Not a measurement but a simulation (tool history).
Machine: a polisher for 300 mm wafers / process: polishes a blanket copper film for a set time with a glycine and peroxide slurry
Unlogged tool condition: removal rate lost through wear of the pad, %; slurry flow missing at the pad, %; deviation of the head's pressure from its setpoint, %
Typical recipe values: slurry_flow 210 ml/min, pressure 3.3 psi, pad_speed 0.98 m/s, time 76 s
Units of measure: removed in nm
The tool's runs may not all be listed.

run    hour  slurry_flow  pressure  pad_speed  time  wafers since the last listed run  wafers polished on this pad  hours since the slurry nozzle was cleaned  hours since the head pressure was calibrated  incoming thickness of the incoming film, nm  removed
  1       0          210       3.3       0.98    76                                 0                          620                                      535.1                                         173.3                                       2108.6    435.2
        5.6  -- slurry nozzle cleaned
  2    60.1          210       3.3       0.98    76                               416                         1037                                       54.5                                         233.4                                       2125.9    424.5
  3   174.5          210       3.3       0.98    76                               806                         1843                                      168.9                                         347.8                                         2117    424.3
  4   220.7          155       3.3       0.98    76                               325                         2168                                      215.1                                           394                                       2102.8    421.1
  5   264.8          210       3.3       0.98    76                               310                         2479                                      259.2                                         438.1                                       2085.9      420
      286.3  -- worn pad replaced by a new one
  6   347.5          210       3.3       0.98    76                               554                          431                                      341.9                                         520.8                                       2113.3    412.6
  7     410          210       3.3       0.98    76                               440                          871                                      404.4                                         583.3                                       2090.3    418.9
        419  -- head pressure recalibrated
  8     510          210       3.3       0.98    76                               690                         1562                                      504.4                                            91                                       2139.9    442.8
      568.5  -- slurry nozzle cleaned
        639  -- worn pad replaced by a new one
  9   817.9          210       3.3       0.98    76                              2134                         1260                                      249.4                                         398.9                                         2096      433
 10   873.3          210         3       0.98    76                               390                         1650                                      304.8                                         454.3                                       2108.6    405.6
 11   940.1          210         3       0.98    76                               470                         2121                                      371.6                                         521.1                                       2107.5    403.1
      955.3  -- worn pad replaced by a new one
 12   980.8          210         3       0.98    76                               258                          179                                      412.3                                         561.8                                       2149.6    402.3
 13  1039.2          155       4.2       1.26    62                               411                          591                                      470.7                                         620.2                                       2106.9    445.3
 14  1084.8          210       4.2       0.72    96                               321                          912                                      516.3                                         665.8                                       2132.4    522.7
     1102.9  -- head pressure recalibrated
     1137.6  -- slurry nozzle cleaned
 15  1180.7          245       2.6       1.14    85                               654                         1567                                       43.1                                          77.8                                       2127.4    479.1
 16  1228.8          280       2.5       1.12    49                               338                         1905                                       91.2                                         125.9                                       2149.7    271.3
     1285.4  -- worn pad replaced by a new one
 17  1289.9          170       2.5       0.98    76                               402                           31                                      152.3                                           187                                       2139.3    372.1
 18  1346.9          180       2.5       0.98   103                               401                          433                                      209.3                                           244                                       2086.2    496.3
 19  1425.4          210       3.3       0.98    76                               553                          986                                      287.8                                         322.5                                       2121.6    427.4
 20  1481.2          280       2.5       1.12    49                               393                         1379                                      343.6                                         378.3                                       2148.8    259.5
 21  1540.1          140       3.3       1.26    76                               414                         1794                                      402.5                                         437.2                                       2160.1    481.8
 22  1579.4          210       2.8       0.72    76                               276                         2071                                      441.8                                         476.5                                       2116.5      335
 23  1656.7          210       2.9       0.98    76                               544                         2616                                      519.1                                         553.8                                       2105.5    399.9
     1662.8  -- worn pad replaced by a new one
     1669.9  -- head pressure recalibrated
     1701.8  -- slurry nozzle cleaned
 24  1713.1          235       2.5       1.16    76                               348                          333                                       11.3                                          43.2                                       2118.8    428.3
 25    1780          245       2.2       0.98    98                               471                          804                                       78.2                                         110.1                                       2113.4    473.1

Predict each of these 4 candidate next runs independently; none follows another, all start after run 25:
  A  1780.4          210       3.3       0.98    76                                 2                          807                                       78.6                                         110.5                                       2129.8        ?
  B  1780.4          270       3.3       0.98    76                                 2                          807                                       78.6                                         110.5                                       2129.8        ?
  C  1780.4          180       4.1       0.82    76                                 2                          807                                       78.6                                         110.5                                       2129.8        ?
  D  1780.4          155       2.9       0.98    76                                 2                          807                                       78.6                                         110.5                                       2129.8        ?

run  removed
  A    432.8
  B    440.8
  C    433.6
  D    396.4
What these runs would have given with no unlogged condition in the tool:
run  removed
  A    440.2
  B    448.4
  C    441.1
  D    403.2
